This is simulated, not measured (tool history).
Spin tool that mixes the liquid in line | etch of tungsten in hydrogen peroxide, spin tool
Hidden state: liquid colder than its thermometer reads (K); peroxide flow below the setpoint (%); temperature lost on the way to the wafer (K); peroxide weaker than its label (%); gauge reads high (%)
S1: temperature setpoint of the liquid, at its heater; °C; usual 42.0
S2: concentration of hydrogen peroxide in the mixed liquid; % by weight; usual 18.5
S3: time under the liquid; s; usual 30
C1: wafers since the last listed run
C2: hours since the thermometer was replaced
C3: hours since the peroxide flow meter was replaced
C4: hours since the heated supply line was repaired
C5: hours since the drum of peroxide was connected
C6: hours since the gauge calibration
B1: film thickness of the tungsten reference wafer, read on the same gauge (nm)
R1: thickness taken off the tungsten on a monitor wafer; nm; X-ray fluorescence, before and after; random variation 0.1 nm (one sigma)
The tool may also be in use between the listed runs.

{"run": 1, "hour": 0.0, "S1": 38.5, "S2": 18.5, "S3": 30, "C1": 0, "C2": 1046.3, "C3": 1751.1, "C4": 3021.3, "C5": 399.0, "C6": 354.6, "B1": 69.8, "R1": 26.45}
{"run": 2, "hour": 36.5, "S1": 38.5, "S2": 18.5, "S3": 30, "C1": 544, "C2": 1082.8, "C3": 1787.6, "C4": 3057.8, "C5": 435.5, "C6": 391.1, "B1": 69.78, "R1": 26.38}
{"run": 3, "hour": 69.4, "S1": 38.5, "S2": 18.5, "S3": 30, "C1": 490, "C2": 1115.7, "C3": 1820.5, "C4": 3090.7, "C5": 468.4, "C6": 424.0, "B1": 69.71, "R1": 26.38}
{"run": 4, "hour": 133.4, "S1": 42.0, "S2": 18.5, "S3": 35, "C1": 953, "C2": 1179.7, "C3": 1884.5, "C4": 3154.7, "C5": 532.4, "C6": 488.0, "B1": 69.59, "R1": 38.54}
{"run": 5, "hour": 161.0, "S1": 42.0, "S2": 18.5, "S3": 35, "C1": 411, "C2": 1207.3, "C3": 1912.1, "C4": 3182.3, "C5": 560.0, "C6": 515.6, "B1": 69.53, "R1": 38.64}
{"run": 6, "hour": 208.6, "S1": 42.0, "S2": 18.5, "S3": 35, "C1": 709, "C2": 1254.9, "C3": 1959.7, "C4": 3229.9, "C5": 607.6, "C6": 563.2, "B1": 69.41, "R1": 38.61}
{"run": 7, "hour": 266.4, "S1": 42.0, "S2": 18.5, "S3": 30, "C1": 861, "C2": 1312.7, "C3": 2017.5, "C4": 3287.7, "C5": 665.4, "C6": 621.0, "B1": 69.23, "R1": 32.97}
{"hour": 299.0, "done": "gauge calibrated"}
{"run": 8, "hour": 319.4, "S1": 42.0, "S2": 18.5, "S3": 30, "C1": 789, "C2": 1365.7, "C3": 2070.5, "C4": 3340.7, "C5": 718.4, "C6": 20.4, "B1": 69.89, "R1": 33.4}
{"run": 9, "hour": 353.8, "S1": 48.5, "S2": 18.5, "S3": 30, "C1": 512, "C2": 1400.1, "C3": 2104.9, "C4": 3375.1, "C5": 752.8, "C6": 54.8, "B1": 69.9, "R1": 49.83}
{"hour": 384.7, "done": "thermometer replaced"}
{"run": 10, "hour": 419.6, "S1": 34.0, "S2": 20.0, "S3": 45, "C1": 965, "C2": 34.9, "C3": 2170.7, "C4": 3440.9, "C5": 818.6, "C6": 120.6, "B1": 69.88, "R1": 30.55}
{"hour": 428.7, "done": "heated supply line repaired"}
{"run": 11, "hour": 489.4, "S1": 48.0, "S2": 23.0, "S3": 15, "C1": 1025, "C2": 104.7, "C3": 2240.5, "C4": 60.7, "C5": 888.4, "C6": 190.4, "B1": 69.84, "R1": 26.97}
{"hour": 519.9, "done": "peroxide flow meter replaced"}
{"run": 12, "hour": 521.8, "S1": 42.0, "S2": 23.5, "S3": 35, "C1": 468, "C2": 137.1, "C3": 1.9, "C4": 93.1, "C5": 920.8, "C6": 222.8, "B1": 69.79, "R1": 43.69}
{"hour": 549.1, "done": "new drum of peroxide connected"}
{"run": 13, "hour": 581.2, "S1": 32.5, "S2": 18.5, "S3": 35, "C1": 870, "C2": 196.5, "C3": 61.3, "C4": 152.5, "C5": 32.1, "C6": 282.2, "B1": 69.74, "R1": 20.7}
{"run": 14, "hour": 674.5, "S1": 32.5, "S2": 16.5, "S3": 35, "C1": 1390, "C2": 289.8, "C3": 154.6, "C4": 245.8, "C5": 125.4, "C6": 375.5, "B1": 69.55, "R1": 19.4}
{"run": 15, "hour": 703.7, "S1": 45.5, "S2": 16.0, "S3": 30, "C1": 435, "C2": 319.0, "C3": 183.8, "C4": 275.0, "C5": 154.6, "C6": 404.7, "B1": 69.55, "R1": 38.35}

Hidden state at the last listed run before each entry between runs and at the first one after, where it differs:
Between runs 7 and 8: gauge calibrated (hour 299.0)
  gauge reads high (%): -1.11 -> -0.133
  measured less the result without the state, R1: -0.36 -> -0.05 nm
Between runs 9 and 10: thermometer replaced (hour 384.7)
  gauge reads high (%): -0.141 -> -0.18
  measured less the result without the state, R1: -0.07 -> -0.06 nm
Between runs 10 and 11: heated supply line repaired (hour 428.7)
  gauge reads high (%): -0.18 -> -0.252
  measured less the result without the state, R1: -0.06 -> -0.07 nm
Between runs 11 and 12: peroxide flow meter replaced (hour 519.9)
  gauge reads high (%): -0.252 -> -0.297
  measured less the result without the state, R1: -0.07 -> -0.13 nm
Between runs 12 and 13: new drum of peroxide connected (hour 549.1)
  gauge reads high (%): -0.297 -> -0.397
  measured less the result without the state, R1: -0.13 -> -0.09 nm
